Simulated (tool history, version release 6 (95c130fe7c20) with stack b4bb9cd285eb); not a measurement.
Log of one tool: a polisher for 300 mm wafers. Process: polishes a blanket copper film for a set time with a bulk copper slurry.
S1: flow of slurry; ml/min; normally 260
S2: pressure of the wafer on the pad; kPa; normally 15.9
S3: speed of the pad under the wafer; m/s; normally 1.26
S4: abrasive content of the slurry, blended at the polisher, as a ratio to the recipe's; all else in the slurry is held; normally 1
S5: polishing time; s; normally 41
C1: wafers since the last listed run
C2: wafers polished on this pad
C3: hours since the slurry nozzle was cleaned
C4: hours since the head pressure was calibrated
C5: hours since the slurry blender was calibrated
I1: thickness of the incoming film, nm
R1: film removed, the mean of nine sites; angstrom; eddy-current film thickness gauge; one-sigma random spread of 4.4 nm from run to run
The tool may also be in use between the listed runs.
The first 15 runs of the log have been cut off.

run,hour,S1,S2,S3,S4,S5,C1,C2,C3,C4,C5,I1,R1
16,1073.3,260,15.9,1.26,1,41,1040,4950,532.8,485.5,271.9,2128.1,4501
17,1128.3,305,13.1,1.26,1,30,662,5612,587.8,540.5,326.9,2138.1,2703
18,1214.3,305,13.1,1.26,0.7,41,1035,6647,673.8,626.5,412.9,2136.2,3400
# hour 1230: slurry nozzle cleaned
19,1300,260,15.9,1.26,1,41,1019,7667,70,712.2,498.6,2164.4,4451
20,1341.7,260,18.6,1.66,1.2,50,501,8169,111.7,753.9,540.3,2119.9,8386
21,1383.2,180,15.9,1.38,1.2,31,499,8669,153.2,795.4,581.8,2144.5,3593
# hour 1417.8: worn pad replaced by a new one
22,1422,260,15.9,1.26,1,48,418,50,192,834.2,620.6,2145.2,5246
# hour 1442.1: slurry blender recalibrated
23,1471.8,260,15.9,1.26,1,41,575,625,241.8,884,29.7,2154.1,4438
24,1574.9,260,20.7,1.26,1.3,53,1241,1866,344.9,987.1,132.8,2142,8126
25,1636.6,260,11.7,1.26,1,41,742,2609,406.6,1048.8,194.5,2164,3252
26,1735.9,260,15.9,1.26,1,41,1195,3805,505.9,1148.1,293.8,2128,4361
# hour 1813: head pressure recalibrated
27,1838.6,260,15.9,1.26,1,41,1212,5017,608.6,25.6,396.5,2121.6,4362
# hour 1840.1: slurry nozzle cleaned
28,1915.2,260,11.7,1,1,27,910,5927,75.1,102.2,473.1,2124.9,1802
# hour 1998.2: worn pad replaced by a new one
29,1998.6,260,15.9,1.26,1,41,955,4,158.5,185.6,556.5,2125.5,4413
30,2045.6,260,15.9,1.26,1,41,565,570,205.5,232.6,603.5,2120.5,4482
31,2124.1,260,20.7,0.84,0.75,36,944,1515,284,311.1,682,2145.9,3370

Branching from run 31: 3 alternative next runs. What would each branch give?
A,2124.5,260,15.9,1.26,1,54,4,1520,284.4,311.5,682.4,2118.2,?
B,2124.5,260,20.7,1.46,1,41,4,1520,284.4,311.5,682.4,2118.2,?
C,2124.5,260,17.2,1.26,1,48,4,1520,284.4,311.5,682.4,2118.2,?

run,R1
A,5737
B,6474
C,5543
With no hidden state in the tool, these same runs would have given:
run,R1
A,5737
B,6474
C,5543

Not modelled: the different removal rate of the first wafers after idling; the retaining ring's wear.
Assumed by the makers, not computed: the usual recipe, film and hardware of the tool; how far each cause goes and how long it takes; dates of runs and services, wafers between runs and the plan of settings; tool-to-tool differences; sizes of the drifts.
